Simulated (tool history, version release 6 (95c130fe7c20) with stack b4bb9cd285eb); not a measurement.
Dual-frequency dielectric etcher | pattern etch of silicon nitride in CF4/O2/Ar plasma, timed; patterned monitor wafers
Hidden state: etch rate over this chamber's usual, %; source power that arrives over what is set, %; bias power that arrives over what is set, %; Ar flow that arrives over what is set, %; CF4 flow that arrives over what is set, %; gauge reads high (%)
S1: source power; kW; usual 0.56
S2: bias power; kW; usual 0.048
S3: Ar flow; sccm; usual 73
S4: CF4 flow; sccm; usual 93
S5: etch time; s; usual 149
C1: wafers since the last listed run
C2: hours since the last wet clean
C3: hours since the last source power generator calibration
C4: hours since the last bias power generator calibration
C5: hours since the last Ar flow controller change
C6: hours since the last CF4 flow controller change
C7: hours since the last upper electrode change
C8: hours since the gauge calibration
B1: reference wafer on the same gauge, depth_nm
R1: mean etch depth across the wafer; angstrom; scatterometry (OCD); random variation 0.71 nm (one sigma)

run 1 hour=0 | S1=0.56 S2=0.048 S3=73 S4=93 S5=149 | C1=0 C2=585.2 C3=3953.8 C4=1869.8 C5=5217.7 C6=3347.1 C7=3531.6 C8=530.7 | B1=339.1 | R1=3485
run 2 hour=54.1 | S1=0.56 S2=0.048 S3=73 S4=93 S5=149 | C1=582 C2=639.3 C3=4007.9 C4=1923.9 C5=5271.8 C6=3401.2 C7=3585.7 C8=584.8 | B1=339.1 | R1=3488
-- hour=95.3 wet clean of the chamber
run 3 hour=112.2 | S1=0.62 S2=0.048 S3=73 S4=93 S5=149 | C1=366 C2=16.9 C3=4066 C4=1982 C5=5329.9 C6=3459.3 C7=3643.8 C8=642.9 | B1=338.7 | R1=3972
run 4 hour=152.5 | S1=0.62 S2=0.048 S3=73 S4=93 S5=149 | C1=433 C2=57.2 C3=4106.3 C4=2022.3 C5=5370.2 C6=3499.6 C7=3684.1 C8=683.2 | B1=338.7 | R1=3979
-- hour=205.9 source power generator calibrated
run 5 hour=210.6 | S1=0.56 S2=0.048 S3=73 S4=93 S5=149 | C1=582 C2=115.3 C3=4.7 C4=2080.4 C5=5428.3 C6=3557.7 C7=3742.2 C8=741.3 | B1=339.4 | R1=3386
run 6 hour=256.5 | S1=0.5 S2=0.048 S3=73 S4=102 S5=149 | C1=493 C2=161.2 C3=50.6 C4=2126.3 C5=5474.2 C6=3603.6 C7=3788.1 C8=787.2 | B1=339.2 | R1=3036
-- hour=274.2 Ar flow controller replaced
run 7 hour=297.7 | S1=0.56 S2=0.048 S3=73 S4=93 S5=149 | C1=378 C2=202.4 C3=91.8 C4=2167.5 C5=23.5 C6=3644.8 C7=3829.3 C8=828.4 | B1=338.5 | R1=3388
run 8 hour=344.8 | S1=0.56 S2=0.048 S3=73 S4=93 S5=149 | C1=506 C2=249.5 C3=138.9 C4=2214.6 C5=70.6 C6=3691.9 C7=3876.4 C8=875.5 | B1=339.1 | R1=3386
run 9 hour=375.8 | S1=0.56 S2=0.048 S3=73 S4=93 S5=149 | C1=333 C2=280.5 C3=169.9 C4=2245.6 C5=101.6 C6=3722.9 C7=3907.4 C8=906.5 | B1=339 | R1=3384
run 10 hour=404.3 | S1=0.56 S2=0.048 S3=73 S4=86 S5=180 | C1=306 C2=309 C3=198.4 C4=2274.1 C5=130.1 C6=3751.4 C7=3935.9 C8=935 | B1=339.2 | R1=4023
-- hour=441.1 CF4 flow controller replaced
run 11 hour=444.8 | S1=0.56 S2=0.048 S3=73 S4=93 S5=149 | C1=371 C2=349.5 C3=238.9 C4=2314.6 C5=170.6 C6=3.7 C7=3976.4 C8=975.5 | B1=339.2 | R1=3372
-- hour=536.2 upper electrode replaced
run 12 hour=536.7 | S1=0.56 S2=0.048 S3=73 S4=93 S5=149 | C1=730 C2=441.4 C3=330.8 C4=2406.5 C5=262.5 C6=95.6 C7=0.5 C8=1067.4 | B1=339.3 | R1=3369
run 13 hour=552.1 | S1=0.46 S2=0.048 S3=73 S4=93 S5=149 | C1=165 C2=456.8 C3=346.2 C4=2421.9 C5=277.9 C6=111 C7=15.9 C8=1082.8 | B1=339.2 | R1=2712
-- hour=561.2 gauge calibrated
-- hour=568.2 bias power generator calibrated
run 14 hour=601.5 | S1=0.56 S2=0.048 S3=73 S4=93 S5=149 | C1=488 C2=506.2 C3=395.6 C4=33.3 C5=327.3 C6=160.4 C7=65.3 C8=40.3 | B1=339.1 | R1=3368
run 15 hour=626.9 | S1=0.65 S2=0.06 S3=73 S4=80 S5=129 | C1=273 C2=531.6 C3=421 C4=58.7 C5=352.7 C6=185.8 C7=90.7 C8=65.7 | B1=338.9 | R1=3535
-- hour=678.4 wet clean of the chamber
run 16 hour=688.5 | S1=0.69 S2=0.048 S3=73 S4=93 S5=115 | C1=404 C2=10.1 C3=482.6 C4=120.3 C5=414.3 C6=247.4 C7=152.3 C8=127.3 | B1=339 | R1=3277
run 17 hour=735.9 | S1=0.56 S2=0.058 S3=73 S4=105 S5=149 | C1=510 C2=57.5 C3=530 C4=167.7 C5=461.7 C6=294.8 C7=199.7 C8=174.7 | B1=338.9 | R1=3667
run 18 hour=786.3 | S1=0.56 S2=0.036 S3=65 S4=93 S5=177 | C1=542 C2=107.9 C3=580.4 C4=218.1 C5=512.1 C6=345.2 C7=250.1 C8=225.1 | B1=338.8 | R1=3803
run 19 hour=846.2 | S1=0.56 S2=0.048 S3=73 S4=78 S5=149 | C1=644 C2=167.8 C3=640.3 C4=278 C5=572 C6=405.1 C7=310 C8=285 | B1=338.8 | R1=3305
run 20 hour=905.7 | S1=0.56 S2=0.04 S3=86 S4=93 S5=149 | C1=640 C2=227.3 C3=699.8 C4=337.5 C5=631.5 C6=464.6 C7=369.5 C8=344.5 | B1=338.7 | R1=3148

Forecast each of these 5 alternatives for the next run:
run A hour=906.2 | S1=0.56 S2=0.048 S3=73 S4=93 S5=149 | C1=5 C2=227.8 C3=700.3 C4=338 C5=632 C6=465.1 C7=370 C8=345 | B1=? | R1=?
run B hour=906.2 | S1=0.44 S2=0.048 S3=80 S4=106 S5=137.5 | C1=5 C2=227.8 C3=700.3 C4=338 C5=632 C6=465.1 C7=370 C8=345 | B1=? | R1=?
run C hour=906.2 | S1=0.56 S2=0.055 S3=73 S4=93 S5=149 | C1=5 C2=227.8 C3=700.3 C4=338 C5=632 C6=465.1 C7=370 C8=345 | B1=? | R1=?
run D hour=906.2 | S1=0.56 S2=0.058 S3=73 S4=93 S5=173 | C1=5 C2=227.8 C3=700.3 C4=338 C5=632 C6=465.1 C7=370 C8=345 | B1=? | R1=?
run E hour=906.2 | S1=0.68 S2=0.04 S3=73 S4=93 S5=149 | C1=5 C2=227.8 C3=700.3 C4=338 C5=632 C6=465.1 C7=370 C8=345 | B1=? | R1=?

run=A B1=339.3 R1=3397
run=B B1=339.3 R1=2427
run=C B1=339.3 R1=3534
run=D B1=339.3 R1=4168
run=E B1=339.3 R1=3962
Without the tool's hidden state the same runs would have given:
run=A R1=3411
run=B R1=2437
run=C R1=3547
run=D R1=4184
run=E R1=3977

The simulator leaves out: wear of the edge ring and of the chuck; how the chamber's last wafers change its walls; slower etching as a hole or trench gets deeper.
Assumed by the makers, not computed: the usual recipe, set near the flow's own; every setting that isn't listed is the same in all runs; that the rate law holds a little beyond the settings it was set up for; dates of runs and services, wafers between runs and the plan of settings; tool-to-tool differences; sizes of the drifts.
